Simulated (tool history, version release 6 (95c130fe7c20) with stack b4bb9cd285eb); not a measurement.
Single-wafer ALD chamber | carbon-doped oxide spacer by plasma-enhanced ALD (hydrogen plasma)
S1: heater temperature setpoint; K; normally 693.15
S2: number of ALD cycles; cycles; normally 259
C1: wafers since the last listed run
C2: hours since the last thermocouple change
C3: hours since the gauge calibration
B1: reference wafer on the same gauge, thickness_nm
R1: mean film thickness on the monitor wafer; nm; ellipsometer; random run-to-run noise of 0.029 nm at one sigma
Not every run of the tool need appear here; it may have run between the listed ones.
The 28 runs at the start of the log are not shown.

run 29 day=32.658 | S1=701.15 S2=225 | C1=13 C2=68.7 C3=237.6 | B1=10.402 | R1=9.937
run 30 day=34.017 | S1=706.15 S2=259 | C1=31 C2=101.3 C3=270.2 | B1=10.400 | R1=11.229
run 31 day=34.858 | S1=693.15 S2=259 | C1=19 C2=121.5 C3=290.4 | B1=10.400 | R1=11.670
run 32 day=35.738 | S1=697.15 S2=309 | C1=20 C2=142.6 C3=311.5 | B1=10.397 | R1=13.727
run 33 day=36.454 | S1=688.15 S2=259 | C1=16 C2=159.8 C3=328.7 | B1=10.397 | R1=11.822
run 34 day=37.921 | S1=684.15 S2=296 | C1=33 C2=195.0 C3=363.9 | B1=10.396 | R1=13.663
run 35 day=39.112 | S1=706.15 S2=212 | C1=27 C2=223.6 C3=392.5 | B1=10.398 | R1=9.201
run 36 day=39.954 | S1=699.15 S2=276 | C1=19 C2=243.8 C3=412.7 | B1=10.397 | R1=12.195
run 37 day=40.658 | S1=693.15 S2=259 | C1=16 C2=260.7 C3=429.6 | B1=10.401 | R1=11.646
run 38 day=42.062 | S1=693.15 S2=259 | C1=32 C2=294.4 C3=463.3 | B1=10.398 | R1=11.644
run 39 day=43.538 | S1=701.15 S2=274 | C1=33 C2=329.8 C3=498.7 | B1=10.400 | R1=12.024
run 40 day=44.092 | S1=679.15 S2=309 | C1=12 C2=343.1 C3=512.0 | B1=10.397 | R1=14.384
run 41 day=44.775 | S1=684.15 S2=221 | C1=15 C2=359.5 C3=528.4 | B1=10.401 | R1=10.163
run 42 day=45.808 | S1=693.15 S2=259 | C1=23 C2=384.3 C3=553.2 | B1=10.402 | R1=11.564

Expected results for the next run?
run 43 day=47.167 | S1=708.15 S2=240 | C1=31 C2=416.9 C3=585.8 | B1=? | R1=?

{"run 43": {"B1": 10.402, "R1": 10.317}}
With the hidden condition absent and the run-to-run variation left alone, this run would have shown R1 10.354 nm.
